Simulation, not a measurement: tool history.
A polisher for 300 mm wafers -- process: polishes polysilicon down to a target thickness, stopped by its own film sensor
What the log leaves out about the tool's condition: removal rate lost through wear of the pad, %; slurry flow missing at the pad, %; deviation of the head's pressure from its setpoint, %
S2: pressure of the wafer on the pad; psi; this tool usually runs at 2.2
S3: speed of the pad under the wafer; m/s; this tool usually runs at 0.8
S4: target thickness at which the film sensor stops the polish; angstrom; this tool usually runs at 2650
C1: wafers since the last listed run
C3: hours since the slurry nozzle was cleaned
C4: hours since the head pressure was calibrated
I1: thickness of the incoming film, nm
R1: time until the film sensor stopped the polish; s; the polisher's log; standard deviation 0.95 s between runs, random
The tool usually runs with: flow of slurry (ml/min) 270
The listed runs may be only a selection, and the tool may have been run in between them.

run 1 hour=0 | flow_of_slurry_(ml/min)=270 S2=2.8 S3=0.8 S4=2650 | C1=0 wafers_polished_on_this_pad=2307 C3=227 C4=607.6 | I1=618 | R1=53.5
run 2 hour=71.4 | flow_of_slurry_(ml/min)=270 S2=2.8 S3=0.8 S4=2650 | C1=873 wafers_polished_on_this_pad=3180 C3=298.4 C4=679 | I1=616.4 | R1=53
run 3 hour=142.3 | flow_of_slurry_(ml/min)=270 S2=2.2 S3=0.8 S4=2650 | C1=866 wafers_polished_on_this_pad=4047 C3=369.3 C4=749.9 | I1=618.7 | R1=68.1
run 4 hour=249.8 | flow_of_slurry_(ml/min)=270 S2=2.2 S3=0.8 S4=2650 | C1=1314 wafers_polished_on_this_pad=5361 C3=476.8 C4=857.4 | I1=627 | R1=72.1
-- hour=258.9 head pressure recalibrated
run 5 hour=322.6 | flow_of_slurry_(ml/min)=270 S2=2.2 S3=0.8 S4=2190 | C1=865 wafers_polished_on_this_pad=6227 C3=549.6 C4=63.7 | I1=624.2 | R1=75.8
run 6 hour=360.3 | flow_of_slurry_(ml/min)=270 S2=2.2 S3=0.8 S4=2190 | C1=460 wafers_polished_on_this_pad=6688 C3=587.3 C4=101.4 | I1=612.7 | R1=74.9
run 7 hour=428 | flow_of_slurry_(ml/min)=270 S2=2.2 S3=0.8 S4=2190 | C1=827 wafers_polished_on_this_pad=7516 C3=655 C4=169.1 | I1=622.9 | R1=79
-- hour=439.3 worn pad replaced by a new one
-- hour=470.2 slurry nozzle cleaned
run 8 hour=513.2 | flow_of_slurry_(ml/min)=270 S2=2.2 S3=0.8 S4=2650 | C1=980 wafers_polished_on_this_pad=891 C3=43 C4=254.3 | I1=617.7 | R1=64.5
run 9 hour=558 | flow_of_slurry_(ml/min)=270 S2=2.2 S3=0.8 S4=2650 | C1=547 wafers_polished_on_this_pad=1439 C3=87.8 C4=299.1 | I1=613.7 | R1=64.3
run 10 hour=733.5 | flow_of_slurry_(ml/min)=270 S2=2.2 S3=0.8 S4=2650 | C1=2145 wafers_polished_on_this_pad=3585 C3=263.3 C4=474.6 | I1=622.5 | R1=66.8
run 11 hour=825.9 | flow_of_slurry_(ml/min)=205 S2=2.2 S3=0.72 S4=2650 | C1=1129 wafers_polished_on_this_pad=4715 C3=355.7 C4=567 | I1=610.5 | R1=73.7
run 12 hour=887.1 | flow_of_slurry_(ml/min)=300 S2=2.2 S3=0.8 S4=1950 | C1=748 wafers_polished_on_this_pad=5463 C3=416.9 C4=628.2 | I1=609.1 | R1=78
run 13 hour=975.6 | flow_of_slurry_(ml/min)=315 S2=2.2 S3=0.8 S4=1860 | C1=1082 wafers_polished_on_this_pad=6545 C3=505.4 C4=716.7 | I1=616.5 | R1=79.9
run 14 hour=1035.5 | flow_of_slurry_(ml/min)=315 S2=2.2 S3=0.8 S4=1860 | C1=732 wafers_polished_on_this_pad=7278 C3=565.3 C4=776.6 | I1=626.3 | R1=86
-- hour=1089.5 worn pad replaced by a new one
run 15 hour=1090 | flow_of_slurry_(ml/min)=315 S2=2.2 S3=0.8 S4=1860 | C1=617 wafers_polished_on_this_pad=5 C3=619.8 C4=831.1 | I1=622 | R1=87.4
-- hour=1106.6 slurry nozzle cleaned
run 16 hour=1140.3 | flow_of_slurry_(ml/min)=350 S2=1.8 S3=0.8 S4=2650 | C1=602 wafers_polished_on_this_pad=608 C3=33.7 C4=881.4 | I1=618.3 | R1=79.6
-- hour=1201.3 head pressure recalibrated
run 17 hour=1223.9 | flow_of_slurry_(ml/min)=185 S2=2.2 S3=0.8 S4=3140 | C1=997 wafers_polished_on_this_pad=1606 C3=117.3 C4=22.6 | I1=619.6 | R1=59.3
run 18 hour=1280.5 | flow_of_slurry_(ml/min)=270 S2=2.2 S3=0.92 S4=3860 | C1=692 wafers_polished_on_this_pad=2298 C3=173.9 C4=79.2 | I1=628.5 | R1=40.8
run 19 hour=1377.2 | flow_of_slurry_(ml/min)=270 S2=2.2 S3=0.54 S4=2650 | C1=1182 wafers_polished_on_this_pad=3480 C3=270.6 C4=175.9 | I1=615.3 | R1=84.7
run 20 hour=1464.5 | flow_of_slurry_(ml/min)=185 S2=2.2 S3=0.8 S4=3120 | C1=1067 wafers_polished_on_this_pad=4548 C3=357.9 C4=263.2 | I1=617.3 | R1=60.7
run 21 hour=1539.3 | flow_of_slurry_(ml/min)=305 S2=3 S3=0.8 S4=2010 | C1=914 wafers_polished_on_this_pad=5462 C3=432.7 C4=338 | I1=620.5 | R1=56.4
run 22 hour=1640.3 | flow_of_slurry_(ml/min)=355 S2=1.5 S3=0.8 S4=2650 | C1=1234 wafers_polished_on_this_pad=6697 C3=533.7 C4=439 | I1=611.7 | R1=96.7
run 23 hour=1785.9 | flow_of_slurry_(ml/min)=360 S2=2.4 S3=0.92 S4=2650 | C1=1780 wafers_polished_on_this_pad=8478 C3=679.3 C4=584.6 | I1=629.8 | R1=57.8
-- hour=1856.8 worn pad replaced by a new one
-- hour=1873.2 slurry nozzle cleaned
run 24 hour=1885.9 | flow_of_slurry_(ml/min)=330 S2=2.2 S3=0.8 S4=1690 | C1=1161 wafers_polished_on_this_pad=343 C3=12.7 C4=684.6 | I1=621.1 | R1=85.8
run 25 hour=2154.7 | flow_of_slurry_(ml/min)=220 S2=2.8 S3=0.64 S4=2650 | C1=3286 wafers_polished_on_this_pad=3630 C3=281.5 C4=953.4 | I1=615.8 | R1=64.2
-- hour=2180.3 head pressure recalibrated
run 26 hour=2222.8 | flow_of_slurry_(ml/min)=270 S2=2.2 S3=0.8 S4=2190 | C1=808 wafers_polished_on_this_pad=4438 C3=349.6 C4=42.5 | I1=617.1 | R1=78.1
run 27 hour=2329 | flow_of_slurry_(ml/min)=270 S2=2.2 S3=0.8 S4=2650 | C1=1298 wafers_polished_on_this_pad=5737 C3=455.8 C4=148.7 | I1=623.1 | R1=67.3
run 28 hour=2425.2 | flow_of_slurry_(ml/min)=355 S2=1.8 S3=0.8 S4=2270 | C1=1176 wafers_polished_on_this_pad=6913 C3=552 C4=244.9 | I1=619.2 | R1=89.1
-- hour=2470.1 slurry nozzle cleaned
-- hour=2553.3 worn pad replaced by a new one
run 29 hour=2741.5 | flow_of_slurry_(ml/min)=270 S2=2.9 S3=0.8 S4=3290 | C1=3806 wafers_polished_on_this_pad=2300 C3=271.4 C4=561.2 | I1=621.7 | R1=42.3

Predict the results of run 30:
run 30 hour=2927.7 | flow_of_slurry_(ml/min)=200 S2=2.8 S3=0.8 S4=2650 | C1=2276 wafers_polished_on_this_pad=4577 C3=457.6 C4=747.4 | I1=619.7 | R1=?

Run 30 came out at R1 56.4 s.
The same run, on a tool lacking any hidden state, would have yielded R1 52.3 s.
